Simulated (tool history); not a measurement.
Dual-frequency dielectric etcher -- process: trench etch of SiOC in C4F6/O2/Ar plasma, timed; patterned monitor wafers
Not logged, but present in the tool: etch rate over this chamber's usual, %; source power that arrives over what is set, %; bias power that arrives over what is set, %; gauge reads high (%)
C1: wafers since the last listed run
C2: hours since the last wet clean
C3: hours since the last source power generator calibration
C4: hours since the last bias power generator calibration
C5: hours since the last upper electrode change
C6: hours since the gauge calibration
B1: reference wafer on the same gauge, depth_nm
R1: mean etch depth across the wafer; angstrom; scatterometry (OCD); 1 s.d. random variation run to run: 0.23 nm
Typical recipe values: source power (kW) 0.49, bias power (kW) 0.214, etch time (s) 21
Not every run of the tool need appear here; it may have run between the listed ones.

{"run": 1, "day": 0.0, "source power (kW)": 0.49, "bias power (kW)": 0.214, "etch time (s)": 21, "C1": 0, "C2": 57.1, "C3": 488, "C4": 1394.1, "C5": 4535.8, "C6": 566, "B1": 47.08, "R1": 474.9}
{"run": 2, "day": 4.192, "source power (kW)": 0.49, "bias power (kW)": 0.214, "etch time (s)": 21, "C1": 1197, "C2": 157.7, "C3": 588.6, "C4": 1494.7, "C5": 4636.4, "C6": 666.6, "B1": 47.05, "R1": 471.6}
{"day": 13.429, "done": "gauge calibrated"}
{"day": 16.146, "done": "wet clean of the chamber"}
{"run": 3, "day": 16.742, "source power (kW)": 0.49, "bias power (kW)": 0.243, "etch time (s)": 16.5, "C1": 3299, "C2": 14.3, "C3": 889.8, "C4": 1795.9, "C5": 4937.6, "C6": 79.5, "B1": 47.23, "R1": 383.2}
{"run": 4, "day": 18.642, "source power (kW)": 0.49, "bias power (kW)": 0.243, "etch time (s)": 16.5, "C1": 542, "C2": 59.9, "C3": 935.4, "C4": 1841.5, "C5": 4983.2, "C6": 125.1, "B1": 47.25, "R1": 382.4}
{"run": 5, "day": 21.875, "source power (kW)": 0.49, "bias power (kW)": 0.243, "etch time (s)": 16.5, "C1": 923, "C2": 137.5, "C3": 1013, "C4": 1919.1, "C5": 5060.8, "C6": 202.7, "B1": 47.2, "R1": 377.6}
{"run": 6, "day": 25.1, "source power (kW)": 0.45, "bias power (kW)": 0.214, "etch time (s)": 23, "C1": 921, "C2": 214.9, "C3": 1090.4, "C4": 1996.5, "C5": 5138.2, "C6": 280.1, "B1": 47.21, "R1": 490.2}
{"day": 29.729, "done": "upper electrode replaced"}
{"run": 7, "day": 29.75, "source power (kW)": 0.49, "bias power (kW)": 0.214, "etch time (s)": 21, "C1": 1042, "C2": 326.5, "C3": 1202, "C4": 2108.1, "C5": 0.5, "C6": 391.7, "B1": 47.22, "R1": 460.4}
{"day": 33.325, "done": "wet clean of the chamber"}
{"run": 8, "day": 33.346, "source power (kW)": 0.49, "bias power (kW)": 0.214, "etch time (s)": 21, "C1": 741, "C2": 0.5, "C3": 1288.3, "C4": 2194.4, "C5": 86.8, "C6": 478, "B1": 47.3, "R1": 466.9}
{"run": 9, "day": 37.421, "source power (kW)": 0.49, "bias power (kW)": 0.184, "etch time (s)": 21, "C1": 1164, "C2": 98.3, "C3": 1386.1, "C4": 2292.2, "C5": 184.6, "C6": 575.8, "B1": 47.1, "R1": 449.2}
{"run": 10, "day": 41.838, "source power (kW)": 0.54, "bias power (kW)": 0.214, "etch time (s)": 21, "C1": 1261, "C2": 204.3, "C3": 1492.1, "C4": 2398.2, "C5": 290.6, "C6": 681.8, "B1": 47.19, "R1": 486.7}
{"run": 11, "day": 43.95, "source power (kW)": 0.42, "bias power (kW)": 0.214, "etch time (s)": 21, "C1": 603, "C2": 255, "C3": 1542.8, "C4": 2448.9, "C5": 341.3, "C6": 732.5, "B1": 47.22, "R1": 425.4}
{"run": 12, "day": 47.929, "source power (kW)": 0.49, "bias power (kW)": 0.214, "etch time (s)": 21, "C1": 1136, "C2": 350.5, "C3": 1638.3, "C4": 2544.4, "C5": 436.8, "C6": 828, "B1": 47.1, "R1": 454.6}
{"day": 48.842, "done": "gauge calibrated"}
{"day": 51.879, "done": "wet clean of the chamber"}
{"run": 13, "day": 51.9, "source power (kW)": 0.41, "bias power (kW)": 0.237, "etch time (s)": 14.5, "C1": 848, "C2": 0.5, "C3": 1733.6, "C4": 2639.7, "C5": 532.1, "C6": 73.4, "B1": 47.2, "R1": 306.6}
{"day": 52.321, "done": "source power generator calibrated"}
{"day": 52.758, "done": "bias power generator calibrated"}
{"run": 14, "day": 53.367, "source power (kW)": 0.54, "bias power (kW)": 0.186, "etch time (s)": 26, "C1": 323, "C2": 35.7, "C3": 25.1, "C4": 14.6, "C5": 567.3, "C6": 108.6, "B1": 47.29, "R1": 599.7}
{"run": 15, "day": 55.258, "source power (kW)": 0.45, "bias power (kW)": 0.246, "etch time (s)": 17.5, "C1": 540, "C2": 81.1, "C3": 70.5, "C4": 60, "C5": 612.7, "C6": 154, "B1": 47.29, "R1": 402.5}
{"run": 16, "day": 58.579, "source power (kW)": 0.49, "bias power (kW)": 0.214, "etch time (s)": 17.5, "C1": 948, "C2": 160.8, "C3": 150.2, "C4": 139.7, "C5": 692.4, "C6": 233.7, "B1": 47.16, "R1": 397.9}
{"run": 17, "day": 61.642, "source power (kW)": 0.49, "bias power (kW)": 0.214, "etch time (s)": 21, "C1": 874, "C2": 234.3, "C3": 223.7, "C4": 213.2, "C5": 765.9, "C6": 307.2, "B1": 47.15, "R1": 470.5}
{"run": 18, "day": 64.233, "source power (kW)": 0.49, "bias power (kW)": 0.179, "etch time (s)": 15.5, "C1": 740, "C2": 296.5, "C3": 285.9, "C4": 275.4, "C5": 828.1, "C6": 369.4, "B1": 47.22, "R1": 332.3}
{"run": 19, "day": 67.138, "source power (kW)": 0.56, "bias power (kW)": 0.172, "etch time (s)": 21, "C1": 829, "C2": 366.2, "C3": 355.6, "C4": 345.1, "C5": 897.8, "C6": 439.1, "B1": 47.2, "R1": 473.3}
{"day": 69.358, "done": "wet clean of the chamber"}
{"run": 20, "day": 70.129, "source power (kW)": 0.49, "bias power (kW)": 0.182, "etch time (s)": 17, "C1": 569, "C2": 18.5, "C3": 427.4, "C4": 416.9, "C5": 969.6, "C6": 510.9, "B1": 47.21, "R1": 371.4}
{"run": 21, "day": 74.308, "source power (kW)": 0.54, "bias power (kW)": 0.247, "etch time (s)": 26.5, "C1": 1194, "C2": 118.8, "C3": 527.7, "C4": 517.2, "C5": 1069.9, "C6": 611.2, "B1": 47.24, "R1": 651.8}

Branching from run 21: 5 alternative next runs. What would each branch give?
{"run": "A", "day": 74.325, "source power (kW)": 0.49, "bias power (kW)": 0.214, "etch time (s)": 26, "C1": 4, "C2": 119.2, "C3": 528.1, "C4": 517.6, "C5": 1070.3, "C6": 611.6, "B1": "?", "R1": "?"}
{"run": "B", "day": 74.325, "source power (kW)": 0.45, "bias power (kW)": 0.199, "etch time (s)": 19, "C1": 4, "C2": 119.2, "C3": 528.1, "C4": 517.6, "C5": 1070.3, "C6": 611.6, "B1": "?", "R1": "?"}
{"run": "C", "day": 74.325, "source power (kW)": 0.53, "bias power (kW)": 0.214, "etch time (s)": 18, "C1": 4, "C2": 119.2, "C3": 528.1, "C4": 517.6, "C5": 1070.3, "C6": 611.6, "B1": "?", "R1": "?"}
{"run": "D", "day": 74.325, "source power (kW)": 0.49, "bias power (kW)": 0.235, "etch time (s)": 21, "C1": 4, "C2": 119.2, "C3": 528.1, "C4": 517.6, "C5": 1070.3, "C6": 611.6, "B1": "?", "R1": "?"}
{"run": "E", "day": 74.325, "source power (kW)": 0.49, "bias power (kW)": 0.174, "etch time (s)": 25, "C1": 4, "C2": 119.2, "C3": 528.1, "C4": 517.6, "C5": 1070.3, "C6": 611.6, "B1": "?", "R1": "?"}

run=A B1=47.13 R1=587.1
run=B B1=47.13 R1=403.6
run=C B1=47.13 R1=421.9
run=D B1=47.13 R1=486.9
run=E B1=47.13 R1=534.1
Stripped of hidden state, with their random variation kept, the same runs would have yielded:
run=A R1=596.7
run=B R1=410.2
run=C R1=428.8
run=D R1=494.8
run=E R1=542.9

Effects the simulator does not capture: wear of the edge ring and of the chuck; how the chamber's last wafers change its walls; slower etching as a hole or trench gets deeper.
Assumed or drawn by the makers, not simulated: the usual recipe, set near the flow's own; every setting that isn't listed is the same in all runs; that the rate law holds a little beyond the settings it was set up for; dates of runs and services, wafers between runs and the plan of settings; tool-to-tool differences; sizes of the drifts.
